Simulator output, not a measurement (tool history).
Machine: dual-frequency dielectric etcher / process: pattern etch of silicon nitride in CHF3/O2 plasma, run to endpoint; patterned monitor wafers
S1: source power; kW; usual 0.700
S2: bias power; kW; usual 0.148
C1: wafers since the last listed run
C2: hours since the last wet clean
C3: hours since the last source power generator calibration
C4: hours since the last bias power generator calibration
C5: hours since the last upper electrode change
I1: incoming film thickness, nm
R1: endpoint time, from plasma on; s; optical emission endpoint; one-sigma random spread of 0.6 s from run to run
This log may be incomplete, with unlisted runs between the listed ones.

{"run": 1, "hour": 0.0, "S1": 0.58, "S2": 0.123, "C1": 0, "C2": 466.3, "C3": 2619.5, "C4": 2507.7, "C5": 2352.6, "I1": 101.7, "R1": 72.9}
{"run": 2, "hour": 13.5, "S1": 0.58, "S2": 0.123, "C1": 118, "C2": 479.8, "C3": 2633.0, "C4": 2521.2, "C5": 2366.1, "I1": 102.8, "R1": 73.9}
{"run": 3, "hour": 30.1, "S1": 0.58, "S2": 0.123, "C1": 145, "C2": 496.4, "C3": 2649.6, "C4": 2537.8, "C5": 2382.7, "I1": 102.0, "R1": 74.1}
{"run": 4, "hour": 39.6, "S1": 0.7, "S2": 0.134, "C1": 83, "C2": 505.9, "C3": 2659.1, "C4": 2547.3, "C5": 2392.2, "I1": 101.3, "R1": 69.6}
{"run": 5, "hour": 48.9, "S1": 0.7, "S2": 0.148, "C1": 81, "C2": 515.2, "C3": 2668.4, "C4": 2556.6, "C5": 2401.5, "I1": 101.9, "R1": 67.1}
{"run": 6, "hour": 62.1, "S1": 0.7, "S2": 0.148, "C1": 115, "C2": 528.4, "C3": 2681.6, "C4": 2569.8, "C5": 2414.7, "I1": 102.2, "R1": 67.2}
{"run": 7, "hour": 69.0, "S1": 0.7, "S2": 0.148, "C1": 60, "C2": 535.3, "C3": 2688.5, "C4": 2576.7, "C5": 2421.6, "I1": 102.9, "R1": 68.1}
{"run": 8, "hour": 112.4, "S1": 0.7, "S2": 0.148, "C1": 380, "C2": 578.7, "C3": 2731.9, "C4": 2620.1, "C5": 2465.0, "I1": 102.0, "R1": 67.2}
{"run": 9, "hour": 127.5, "S1": 0.7, "S2": 0.148, "C1": 132, "C2": 593.8, "C3": 2747.0, "C4": 2635.2, "C5": 2480.1, "I1": 102.0, "R1": 68.7}
{"run": 10, "hour": 137.8, "S1": 0.7, "S2": 0.148, "C1": 90, "C2": 604.1, "C3": 2757.3, "C4": 2645.5, "C5": 2490.4, "I1": 103.1, "R1": 67.1}
{"run": 11, "hour": 146.8, "S1": 0.7, "S2": 0.148, "C1": 78, "C2": 613.1, "C3": 2766.3, "C4": 2654.5, "C5": 2499.4, "I1": 101.7, "R1": 67.1}
{"hour": 173.3, "done": "wet clean of the chamber"}
{"run": 12, "hour": 173.8, "S1": 0.7, "S2": 0.148, "C1": 26, "C2": 0.5, "C3": 2793.3, "C4": 2681.5, "C5": 2526.4, "I1": 102.3, "R1": 68.1}
{"run": 13, "hour": 174.1, "S1": 0.7, "S2": 0.148, "C1": 2, "C2": 0.8, "C3": 2793.6, "C4": 2681.8, "C5": 2526.7, "I1": 103.3, "R1": 67.8}
{"hour": 182.0, "done": "source power generator calibrated"}
{"run": 14, "hour": 189.0, "S1": 0.7, "S2": 0.148, "C1": 95, "C2": 15.7, "C3": 7.0, "C4": 2696.7, "C5": 2541.6, "I1": 103.1, "R1": 69.7}
{"run": 15, "hour": 202.2, "S1": 0.7, "S2": 0.169, "C1": 115, "C2": 28.9, "C3": 20.2, "C4": 2709.9, "C5": 2554.8, "I1": 101.5, "R1": 65.7}
{"hour": 240.1, "done": "upper electrode replaced"}
{"run": 16, "hour": 240.6, "S1": 0.86, "S2": 0.18, "C1": 126, "C2": 67.3, "C3": 58.6, "C4": 2748.3, "C5": 0.5, "I1": 101.8, "R1": 60.3}
{"run": 17, "hour": 240.9, "S1": 0.85, "S2": 0.148, "C1": 2, "C2": 67.6, "C3": 58.9, "C4": 2748.6, "C5": 0.8, "I1": 102.7, "R1": 65.5}
{"run": 18, "hour": 242.5, "S1": 0.77, "S2": 0.148, "C1": 14, "C2": 69.2, "C3": 60.5, "C4": 2750.2, "C5": 2.4, "I1": 102.8, "R1": 66.3}
{"run": 19, "hour": 256.2, "S1": 0.58, "S2": 0.18, "C1": 119, "C2": 82.9, "C3": 74.2, "C4": 2763.9, "C5": 16.1, "I1": 101.9, "R1": 66.8}
{"run": 20, "hour": 270.8, "S1": 0.86, "S2": 0.136, "C1": 127, "C2": 97.5, "C3": 88.8, "C4": 2778.5, "C5": 30.7, "I1": 101.8, "R1": 65.1}
{"hour": 287.4, "done": "bias power generator calibrated"}
{"run": 21, "hour": 287.9, "S1": 0.65, "S2": 0.114, "C1": 114, "C2": 114.6, "C3": 105.9, "C4": 0.5, "C5": 47.8, "I1": 101.8, "R1": 71.6}
{"run": 22, "hour": 293.4, "S1": 0.7, "S2": 0.148, "C1": 48, "C2": 120.1, "C3": 111.4, "C4": 6.0, "C5": 53.3, "I1": 101.1, "R1": 67.4}
{"run": 23, "hour": 304.7, "S1": 0.7, "S2": 0.148, "C1": 98, "C2": 131.4, "C3": 122.7, "C4": 17.3, "C5": 64.6, "I1": 100.7, "R1": 66.2}
{"run": 24, "hour": 346.0, "S1": 0.54, "S2": 0.117, "C1": 361, "C2": 172.7, "C3": 164.0, "C4": 58.6, "C5": 105.9, "I1": 102.3, "R1": 76.5}
{"run": 25, "hour": 352.3, "S1": 0.75, "S2": 0.122, "C1": 55, "C2": 179.0, "C3": 170.3, "C4": 64.9, "C5": 112.2, "I1": 101.2, "R1": 68.7}
{"run": 26, "hour": 364.3, "S1": 0.63, "S2": 0.122, "C1": 105, "C2": 191.0, "C3": 182.3, "C4": 76.9, "C5": 124.2, "I1": 101.5, "R1": 72.2}
{"run": 27, "hour": 376.9, "S1": 0.54, "S2": 0.117, "C1": 110, "C2": 203.6, "C3": 194.9, "C4": 89.5, "C5": 136.8, "I1": 100.7, "R1": 74.4}
{"run": 28, "hour": 391.6, "S1": 0.87, "S2": 0.171, "C1": 128, "C2": 218.3, "C3": 209.6, "C4": 104.2, "C5": 151.5, "I1": 101.5, "R1": 61.8}
{"run": 29, "hour": 400.6, "S1": 0.75, "S2": 0.134, "C1": 78, "C2": 227.3, "C3": 218.6, "C4": 113.2, "C5": 160.5, "I1": 100.6, "R1": 67.4}
{"run": 30, "hour": 416.5, "S1": 0.7, "S2": 0.161, "C1": 139, "C2": 243.2, "C3": 234.5, "C4": 129.1, "C5": 176.4, "I1": 102.7, "R1": 66.0}
{"run": 31, "hour": 429.5, "S1": 0.63, "S2": 0.18, "C1": 113, "C2": 256.2, "C3": 247.5, "C4": 142.1, "C5": 189.4, "I1": 101.7, "R1": 66.7}

Hidden condition of the tool, last listed run before each entry between runs versus first listed run after:
Runs 11 to 12: wet clean of the chamber (hour 173.3)
  no hidden state differs between the two runs
Runs 13 to 14: source power generator calibrated (hour 182.0)
  no hidden state differs between the two runs
Runs 15 to 16: upper electrode replaced (hour 240.1)
  no hidden state differs between the two runs
Runs 20 to 21: bias power generator calibrated (hour 287.4)
  no hidden state differs between the two runs

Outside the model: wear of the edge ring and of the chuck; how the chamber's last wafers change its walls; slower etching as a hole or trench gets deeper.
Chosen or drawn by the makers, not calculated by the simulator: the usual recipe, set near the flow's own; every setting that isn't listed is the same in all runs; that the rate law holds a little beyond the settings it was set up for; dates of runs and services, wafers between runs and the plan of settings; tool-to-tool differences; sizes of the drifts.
